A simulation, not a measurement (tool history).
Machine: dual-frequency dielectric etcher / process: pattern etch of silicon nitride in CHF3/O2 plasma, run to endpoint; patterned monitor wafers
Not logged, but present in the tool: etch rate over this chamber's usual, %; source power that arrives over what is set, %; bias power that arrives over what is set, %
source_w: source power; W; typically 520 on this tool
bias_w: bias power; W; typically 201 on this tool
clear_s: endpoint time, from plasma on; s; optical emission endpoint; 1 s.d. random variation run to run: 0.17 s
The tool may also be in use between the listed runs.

| run | hour | source_w | bias_w | wafers since the last listed run | hours since the last wet clean | hours since the last source power generator calibration | hours since the last bias power generator calibration | hours since the last upper electrode change | incoming incoming film thickness, nm | clear_s |
|---|---|---|---|---|---|---|---|---|---|---|
| 1 | 0 | 520 | 201 | 0 | 270.3 | 2458.8 | 2628 | 4679.6 | 85.6 | 56.4 |
| 2 | 57.5 | 520 | 201 | 516 | 327.8 | 2516.3 | 2685.5 | 4737.1 | 85.7 | 56.5 |
| 3 | 105.4 | 520 | 164 | 429 | 375.7 | 2564.2 | 2733.4 | 4785 | 85.4 | 59.9 |
| 4 | 184.8 | 520 | 179 | 712 | 455.1 | 2643.6 | 2812.8 | 4864.4 | 85.6 | 58.5 |
| 5 | 286.6 | 520 | 201 | 913 | 556.9 | 2745.4 | 2914.6 | 4966.2 | 85.7 | 56.6 |
| 6 | 327.4 | 520 | 201 | 366 | 597.7 | 2786.2 | 2955.4 | 5007 | 86.7 | 56.8 |
|  | 370.2 | wet clean of the chamber |
| 7 | 403.3 | 460 | 201 | 465 | 33.1 | 2862.1 | 3031.3 | 5082.9 | 86.2 | 60.8 |
| 8 | 444.5 | 520 | 190 | 369 | 74.3 | 2903.3 | 3072.5 | 5124.1 | 85.6 | 57.5 |
| 9 | 484.7 | 520 | 190 | 360 | 114.5 | 2943.5 | 3112.7 | 5164.3 | 85.6 | 57.4 |
| 10 | 567.3 | 520 | 190 | 741 | 197.1 | 3026.1 | 3195.3 | 5246.9 | 86 | 57.8 |
|  | 583.8 | bias power generator calibrated |
| 11 | 640 | 440 | 201 | 616 | 269.8 | 3098.8 | 56.2 | 5319.6 | 86.3 | 61.6 |
| 12 | 713.8 | 440 | 201 | 662 | 343.6 | 3172.6 | 130 | 5393.4 | 85.8 | 61 |
| 13 | 810.8 | 520 | 201 | 870 | 440.6 | 3269.6 | 227 | 5490.4 | 86.3 | 55.8 |
|  | 873.5 | upper electrode replaced |
| 14 | 874 | 520 | 201 | 351 | 503.8 | 3332.8 | 290.2 | 0.5 | 86.1 | 55.8 |
|  | 936.8 | wet clean of the chamber |
| 15 | 937.3 | 520 | 201 | 352 | 0.5 | 3396.1 | 353.5 | 63.8 | 85.5 | 55.4 |
| 16 | 984.4 | 460 | 169 | 422 | 47.6 | 3443.2 | 400.6 | 110.9 | 85.2 | 62.4 |
| 17 | 1057.4 | 570 | 228 | 655 | 120.6 | 3516.2 | 473.6 | 183.9 | 85.3 | 50.6 |
| 18 | 1152.2 | 650 | 172 | 850 | 215.4 | 3611 | 568.4 | 278.7 | 86.1 | 52.2 |
| 19 | 1233.2 | 520 | 201 | 727 | 296.4 | 3692 | 649.4 | 359.7 | 85 | 55.3 |
| 20 | 1323.9 | 610 | 226 | 814 | 387.1 | 3782.7 | 740.1 | 450.4 | 85.3 | 49.2 |
| 21 | 1379.5 | 640 | 248 | 499 | 442.7 | 3838.3 | 795.7 | 506 | 85.1 | 46.1 |
| 22 | 1450.5 | 570 | 179 | 637 | 513.7 | 3909.3 | 866.7 | 577 | 84.9 | 54.6 |
|  | 1463.7 | source power generator calibrated |
| 23 | 1512.4 | 480 | 188 | 519 | 575.6 | 48.7 | 928.6 | 638.9 | 85.8 | 59.4 |
|  | 1597.9 | wet clean of the chamber |
| 24 | 1598.4 | 440 | 222 | 556 | 0.5 | 134.7 | 1014.6 | 724.9 | 85.5 | 58.8 |

Run 25, settings as shown, results not yet in. Your forecast:
| 25 | 1666.9 | 640 | 163 | 614 | 69 | 203.2 | 1083.1 | 793.4 | 85.1 | ? |

clear_s: 53 s
Had the tool carried no hidden state, the very same run would have given clear_s 52.9 s.

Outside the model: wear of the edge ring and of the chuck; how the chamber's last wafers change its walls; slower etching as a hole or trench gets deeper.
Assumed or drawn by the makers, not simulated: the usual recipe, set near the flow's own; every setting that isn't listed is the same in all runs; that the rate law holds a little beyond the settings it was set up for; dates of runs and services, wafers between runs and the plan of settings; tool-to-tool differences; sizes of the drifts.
